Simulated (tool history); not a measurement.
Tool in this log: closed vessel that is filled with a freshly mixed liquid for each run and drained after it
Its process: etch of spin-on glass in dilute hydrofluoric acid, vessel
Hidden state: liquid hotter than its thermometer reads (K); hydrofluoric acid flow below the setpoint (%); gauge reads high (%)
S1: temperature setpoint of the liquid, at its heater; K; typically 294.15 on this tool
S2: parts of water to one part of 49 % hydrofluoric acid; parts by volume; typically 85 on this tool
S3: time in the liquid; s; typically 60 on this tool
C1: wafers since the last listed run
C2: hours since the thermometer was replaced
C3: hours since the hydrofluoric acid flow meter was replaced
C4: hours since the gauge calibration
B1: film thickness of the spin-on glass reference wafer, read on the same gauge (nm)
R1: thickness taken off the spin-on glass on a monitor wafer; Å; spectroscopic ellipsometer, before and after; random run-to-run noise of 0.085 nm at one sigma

| run | hour | S1 | S2 | S3 | C1 | C2 | C3 | C4 | B1 | R1 |
|---|---|---|---|---|---|---|---|---|---|---|
| 1 | 0.0 | 294.15 | 85 | 60 | 0 | 1797.5 | 1493.8 | 986.7 | 61.04 | 254.0 |
| 2 | 43.0 | 294.15 | 115 | 80 | 4642 | 1840.5 | 1536.8 | 1029.7 | 61.17 | 242.2 |
| 3 | 105.5 | 294.15 | 115 | 80 | 6747 | 1903.0 | 1599.3 | 1092.2 | 61.31 | 242.7 |
| 4 | 135.9 | 294.15 | 85 | 50 | 3281 | 1933.4 | 1629.7 | 1122.6 | 61.46 | 214.6 |
| 5 | 203.1 | 294.15 | 85 | 50 | 7254 | 2000.6 | 1696.9 | 1189.8 | 61.64 | 213.7 |
| 6 | 266.5 | 294.15 | 85 | 50 | 6844 | 2064.0 | 1760.3 | 1253.2 | 61.79 | 213.4 |
| 7 | 333.7 | 294.15 | 85 | 60 | 7254 | 2131.2 | 1827.5 | 1320.4 | 62.03 | 258.9 |
|  | 390.4 | gauge calibrated |
| 8 | 390.8 | 294.15 | 85 | 60 | 6164 | 2188.3 | 1884.6 | 0.4 | 60.07 | 248.9 |
| 9 | 431.6 | 294.15 | 85 | 60 | 4404 | 2229.1 | 1925.4 | 41.2 | 60.08 | 250.0 |
| 10 | 489.5 | 294.15 | 85 | 60 | 6250 | 2287.0 | 1983.3 | 99.1 | 60.09 | 251.4 |
|  | 543.0 | hydrofluoric acid flow meter replaced |
|  | 545.0 | thermometer replaced |
| 11 | 557.1 | 291.15 | 70 | 90 | 7082 | 12.1 | 14.1 | 166.7 | 60.12 | 408.9 |
| 12 | 623.1 | 290.15 | 115 | 70 | 7125 | 78.1 | 80.1 | 232.7 | 60.16 | 175.8 |

Run 13 is up next; what results do you expect?
| 13 | 665.8 | 292.65 | 75 | 90 | 4609 | 120.8 | 122.8 | 275.4 | ? | ? |

B1: 60.17
R1: 407.5 Å
Take away the tool's hidden state, keep the run-to-run variation as it was, and the same run would have given R1 406.2 Å.
